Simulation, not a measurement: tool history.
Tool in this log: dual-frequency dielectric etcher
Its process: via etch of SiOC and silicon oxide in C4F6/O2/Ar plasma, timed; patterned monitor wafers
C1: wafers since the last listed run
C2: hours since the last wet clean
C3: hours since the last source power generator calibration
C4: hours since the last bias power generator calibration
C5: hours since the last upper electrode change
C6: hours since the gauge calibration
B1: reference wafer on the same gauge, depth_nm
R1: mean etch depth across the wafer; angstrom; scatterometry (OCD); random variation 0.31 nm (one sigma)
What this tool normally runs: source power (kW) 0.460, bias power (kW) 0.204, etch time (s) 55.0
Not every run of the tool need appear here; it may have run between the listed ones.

run 1 hour=0.0 | source_power_(kW)=0.460 bias_power_(kW)=0.204 etch_time_(s)=55.0 | C1=0 C2=407.8 C3=3216.7 C4=3873.4 C5=2092.3 C6=154.1 | B1=61.6 | R1=648
run 2 hour=6.9 | source_power_(kW)=0.460 bias_power_(kW)=0.204 etch_time_(s)=66.0 | C1=127 C2=414.7 C3=3223.6 C4=3880.3 C5=2099.2 C6=161.0 | B1=61.7 | R1=772
run 3 hour=22.6 | source_power_(kW)=0.460 bias_power_(kW)=0.204 etch_time_(s)=66.0 | C1=290 C2=430.4 C3=3239.3 C4=3896.0 C5=2114.9 C6=176.7 | B1=61.8 | R1=774
run 4 hour=30.3 | source_power_(kW)=0.460 bias_power_(kW)=0.204 etch_time_(s)=55.0 | C1=142 C2=438.1 C3=3247.0 C4=3903.7 C5=2122.6 C6=184.4 | B1=61.6 | R1=650
run 5 hour=44.6 | source_power_(kW)=0.460 bias_power_(kW)=0.204 etch_time_(s)=55.0 | C1=264 C2=452.4 C3=3261.3 C4=3918.0 C5=2136.9 C6=198.7 | B1=61.7 | R1=648
run 6 hour=54.7 | source_power_(kW)=0.460 bias_power_(kW)=0.204 etch_time_(s)=55.0 | C1=186 C2=462.5 C3=3271.4 C4=3928.1 C5=2147.0 C6=208.8 | B1=61.7 | R1=651
run 7 hour=68.3 | source_power_(kW)=0.460 bias_power_(kW)=0.204 etch_time_(s)=55.0 | C1=251 C2=476.1 C3=3285.0 C4=3941.7 C5=2160.6 C6=222.4 | B1=61.7 | R1=651
-- hour=75.8 gauge calibrated
-- hour=94.3 wet clean of the chamber
run 8 hour=94.8 | source_power_(kW)=0.460 bias_power_(kW)=0.173 etch_time_(s)=55.0 | C1=46 C2=0.5 C3=3311.5 C4=3968.2 C5=2187.1 C6=19.0 | B1=61.7 | R1=584
run 9 hour=95.2 | source_power_(kW)=0.390 bias_power_(kW)=0.204 etch_time_(s)=60.5 | C1=7 C2=0.9 C3=3311.9 C4=3968.6 C5=2187.5 C6=19.4 | B1=61.7 | R1=645
run 10 hour=101.3 | source_power_(kW)=0.510 bias_power_(kW)=0.204 etch_time_(s)=67.5 | C1=112 C2=7.0 C3=3318.0 C4=3974.7 C5=2193.6 C6=25.5 | B1=61.7 | R1=791
-- hour=114.6 source power generator calibrated
run 11 hour=115.1 | source_power_(kW)=0.400 bias_power_(kW)=0.204 etch_time_(s)=55.0 | C1=181 C2=20.8 C3=0.5 C4=3988.5 C5=2207.4 C6=39.3 | B1=61.7 | R1=596
run 12 hour=154.5 | source_power_(kW)=0.460 bias_power_(kW)=0.204 etch_time_(s)=55.0 | C1=727 C2=60.2 C3=39.9 C4=4027.9 C5=2246.8 C6=78.7 | B1=61.6 | R1=630
-- hour=162.9 bias power generator calibrated
-- hour=180.7 upper electrode replaced
run 13 hour=181.2 | source_power_(kW)=0.460 bias_power_(kW)=0.204 etch_time_(s)=55.0 | C1=91 C2=86.9 C3=66.6 C4=18.3 C5=0.5 C6=105.4 | B1=61.7 | R1=621
run 14 hour=181.5 | source_power_(kW)=0.460 bias_power_(kW)=0.204 etch_time_(s)=55.0 | C1=5 C2=87.2 C3=66.9 C4=18.6 C5=0.8 C6=105.7 | B1=61.7 | R1=627
run 15 hour=195.4 | source_power_(kW)=0.460 bias_power_(kW)=0.204 etch_time_(s)=69.0 | C1=256 C2=101.1 C3=80.8 C4=32.5 C5=14.7 C6=119.6 | B1=61.7 | R1=784
run 16 hour=229.0 | source_power_(kW)=0.500 bias_power_(kW)=0.204 etch_time_(s)=55.0 | C1=620 C2=134.7 C3=114.4 C4=66.1 C5=48.3 C6=153.2 | B1=61.7 | R1=645

Below are 5 alternative next runs, each starting from the tool's condition after run 16. Predict each:
run A hour=229.4 | source_power_(kW)=0.460 bias_power_(kW)=0.204 etch_time_(s)=55.0 | C1=7 C2=135.1 C3=114.8 C4=66.5 C5=48.7 C6=153.6 | B1=? | R1=?
run B hour=229.4 | source_power_(kW)=0.570 bias_power_(kW)=0.153 etch_time_(s)=55.0 | C1=7 C2=135.1 C3=114.8 C4=66.5 C5=48.7 C6=153.6 | B1=? | R1=?
run C hour=229.4 | source_power_(kW)=0.460 bias_power_(kW)=0.252 etch_time_(s)=55.0 | C1=7 C2=135.1 C3=114.8 C4=66.5 C5=48.7 C6=153.6 | B1=? | R1=?
run D hour=229.4 | source_power_(kW)=0.360 bias_power_(kW)=0.204 etch_time_(s)=48.0 | C1=7 C2=135.1 C3=114.8 C4=66.5 C5=48.7 C6=153.6 | B1=? | R1=?
run E hour=229.4 | source_power_(kW)=0.580 bias_power_(kW)=0.204 etch_time_(s)=44.0 | C1=7 C2=135.1 C3=114.8 C4=66.5 C5=48.7 C6=153.6 | B1=? | R1=?

run=A B1=61.7 R1=632
run=B B1=61.7 R1=611
run=C B1=61.7 R1=682
run=D B1=61.7 R1=514
run=E B1=61.7 R1=543
Had the tool no hidden state, the same runs would have come out as:
run=A R1=624
run=B R1=603
run=C R1=674
run=D R1=508
run=E R1=536

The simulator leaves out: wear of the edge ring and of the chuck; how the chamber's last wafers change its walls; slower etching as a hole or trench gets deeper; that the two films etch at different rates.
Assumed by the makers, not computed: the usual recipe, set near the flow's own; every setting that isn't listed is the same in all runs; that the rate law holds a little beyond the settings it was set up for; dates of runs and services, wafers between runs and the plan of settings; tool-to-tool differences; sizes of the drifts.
